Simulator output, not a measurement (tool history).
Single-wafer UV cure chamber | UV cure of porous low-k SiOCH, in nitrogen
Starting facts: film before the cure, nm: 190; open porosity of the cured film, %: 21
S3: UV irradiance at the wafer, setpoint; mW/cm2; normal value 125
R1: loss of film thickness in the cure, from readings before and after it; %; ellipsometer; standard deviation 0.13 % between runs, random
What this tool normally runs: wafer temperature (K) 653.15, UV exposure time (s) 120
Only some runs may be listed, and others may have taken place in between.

run 1 hour=0 | wafer_temperature_(K)=653.15 UV_exposure_time_(s)=85 S3=125 | R1=8.623
run 2 hour=24.2 | wafer_temperature_(K)=653.15 UV_exposure_time_(s)=85 S3=125 | R1=8.729
run 3 hour=134.9 | wafer_temperature_(K)=653.15 UV_exposure_time_(s)=120 S3=102 | R1=8.953
-- hour=148.7 quartz window cleaned
run 4 hour=180.5 | wafer_temperature_(K)=662.15 UV_exposure_time_(s)=120 S3=149 | R1=11.215
run 5 hour=233.8 | wafer_temperature_(K)=662.15 UV_exposure_time_(s)=120 S3=149 | R1=11.243
run 6 hour=276.4 | wafer_temperature_(K)=653.15 UV_exposure_time_(s)=120 S3=125 | R1=10.231
run 7 hour=327.3 | wafer_temperature_(K)=653.15 UV_exposure_time_(s)=120 S3=125 | R1=10.232
run 8 hour=356.5 | wafer_temperature_(K)=653.15 UV_exposure_time_(s)=120 S3=125 | R1=10.068
run 9 hour=408.9 | wafer_temperature_(K)=641.15 UV_exposure_time_(s)=120 S3=125 | R1=9.7
run 10 hour=450.9 | wafer_temperature_(K)=641.15 UV_exposure_time_(s)=120 S3=125 | R1=9.594
-- hour=489.4 quartz window cleaned
run 11 hour=500.3 | wafer_temperature_(K)=653.15 UV_exposure_time_(s)=120 S3=125 | R1=10.165
run 12 hour=550.5 | wafer_temperature_(K)=646.15 UV_exposure_time_(s)=55 S3=125 | R1=6.947
run 13 hour=762.4 | wafer_temperature_(K)=667.15 UV_exposure_time_(s)=95 S3=125 | R1=9.432
run 14 hour=792.4 | wafer_temperature_(K)=672.15 UV_exposure_time_(s)=140 S3=148 | R1=11.416
-- hour=824.5 quartz window cleaned
-- hour=848.7 UV bulbs replaced
run 15 hour=851.8 | wafer_temperature_(K)=645.15 UV_exposure_time_(s)=70 S3=125 | R1=7.823
run 16 hour=903 | wafer_temperature_(K)=648.15 UV_exposure_time_(s)=95 S3=125 | R1=8.811
run 17 hour=929.9 | wafer_temperature_(K)=639.15 UV_exposure_time_(s)=60 S3=115 | R1=6.625
run 18 hour=979.6 | wafer_temperature_(K)=653.15 UV_exposure_time_(s)=120 S3=125 | R1=9.965
run 19 hour=1047.2 | wafer_temperature_(K)=637.15 UV_exposure_time_(s)=120 S3=125 | R1=9.683
run 20 hour=1085.4 | wafer_temperature_(K)=653.15 UV_exposure_time_(s)=120 S3=125 | R1=10.046
run 21 hour=1120 | wafer_temperature_(K)=669.15 UV_exposure_time_(s)=120 S3=125 | R1=10.261
run 22 hour=1179.4 | wafer_temperature_(K)=653.15 UV_exposure_time_(s)=120 S3=125 | R1=9.606
-- hour=1224.8 quartz window cleaned
run 23 hour=1225.3 | wafer_temperature_(K)=653.15 UV_exposure_time_(s)=120 S3=88 | R1=8.901

Here are 4 independent what-if runs from the current tool condition. What would each one return?
run A hour=1225.8 | wafer_temperature_(K)=653.15 UV_exposure_time_(s)=120 S3=125 | R1=?
run B hour=1225.8 | wafer_temperature_(K)=635.15 UV_exposure_time_(s)=190 S3=150 | R1=?
run C hour=1225.8 | wafer_temperature_(K)=670.15 UV_exposure_time_(s)=120 S3=125 | R1=?
run D hour=1225.8 | wafer_temperature_(K)=653.15 UV_exposure_time_(s)=155 S3=95 | R1=?

run=A R1=10.313
run=B R1=12.923
run=C R1=10.616
run=D R1=10.231
The same runs, with their run-to-run variation unchanged, on a tool lacking any hidden condition would have given:
run=A R1=10.346
run=B R1=12.958
run=C R1=10.649
run=D R1=10.264

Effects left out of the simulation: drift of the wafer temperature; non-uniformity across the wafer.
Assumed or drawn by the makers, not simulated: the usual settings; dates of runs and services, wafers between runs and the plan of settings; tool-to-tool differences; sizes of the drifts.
